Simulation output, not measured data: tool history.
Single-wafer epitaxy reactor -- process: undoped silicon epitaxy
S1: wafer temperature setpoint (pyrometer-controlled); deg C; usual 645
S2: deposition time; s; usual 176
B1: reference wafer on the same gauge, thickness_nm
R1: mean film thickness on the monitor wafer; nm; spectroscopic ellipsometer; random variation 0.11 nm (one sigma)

run	hour	S1	S2	B1	R1
1	0	649	176	23.88	30.691
2	6.5	649	176	23.895	31.003
3	18	649	176	23.912	30.607
4	34.6	645	176	23.928	28.282
5	47.8	645	176	23.838	28.293
6	59.9	655	176	23.921	35.287
7	66.9	655	176	23.891	35.374
8	76.7	645	176	23.893	28.413
9	89.7	650	176	23.922	31.673
10	106.8	650	176	23.886	31.86
11	158	645	176	23.916	28.677
12	171	652	165	23.876	30.888
13	185.1	645	176	23.916	28.498
14	200.1	645	176	23.944	28.517
15	213.3	645	176	23.854	28.701
16	230.3	645	176	23.91	28.769
17	246	645	176	23.856	28.757
# hour 255.5: gauge calibrated
18	272.5	645	176	23.896	28.821
19	288.1	645	176	23.929	29.085
20	302.8	645	176	23.911	28.88
21	310	636	205	23.86	27.908
22	320.1	645	161	23.854	26.493
# hour 333.9: pyrometer calibrated
23	334.4	645	176	23.87	26.246
24	343	654	197	23.921	35.506
25	350.1	640	164	23.871	22.202
26	368	640	199	23.893	26.617
27	378.3	650	192	23.909	32.198
28	385.2	645	176	23.9	26.755
29	397.3	645	176	23.867	26.501
30	410.6	645	176	23.875	26.358
31	422.1	630	161	23.854	17.371
32	429.2	645	176	23.905	26.509
33	439.5	635	143	23.872	17.292
34	452	645	176	23.899	26.698
35	463.5	639	201	23.919	26.623
36	474	636	166	23.868	20.589
37	481.2	645	176	23.884	26.59
38	491.9	659	207	23.875	42.225
39	502.7	659	176	23.888	36.06
40	515.3	645	176	23.856	26.53
41	521.4	656	208	23.885	39.782

Some steps in R1 between neighbouring runs. How much of each would the tool show without its hidden state too (settings, what came in, random variation), and how much is left for the hidden state, with any gauge scatter that isn't in both results?
Hidden state present: wafer temperature above the value expected at the setpoint (K); gauge reads high (%).
Run 5 -> 6: S1 645 -> 655. R1 +6.994 nm: hidden state +0.472, all else +6.522.
Run 7 -> 8: S1 655 -> 645. R1 -6.961 nm: hidden state -0.437, all else -6.524.
Run 22 -> 23: S2 161 -> 176, pyrometer calibrated. R1 -0.247 nm: hidden state -2.28, all else +2.033.
Run 24 -> 25: S1 654 -> 640, S2 197 -> 164. R1 -13.304 nm: hidden state -0.001, all else -13.303.
Run 37 -> 38: S1 645 -> 659, S2 176 -> 207. R1 +15.635 nm: hidden state +0.156, all else +15.479.
Run 40 -> 41: S1 645 -> 656, S2 176 -> 208. R1 +13.252 nm: hidden state +0.151, all else +13.101.

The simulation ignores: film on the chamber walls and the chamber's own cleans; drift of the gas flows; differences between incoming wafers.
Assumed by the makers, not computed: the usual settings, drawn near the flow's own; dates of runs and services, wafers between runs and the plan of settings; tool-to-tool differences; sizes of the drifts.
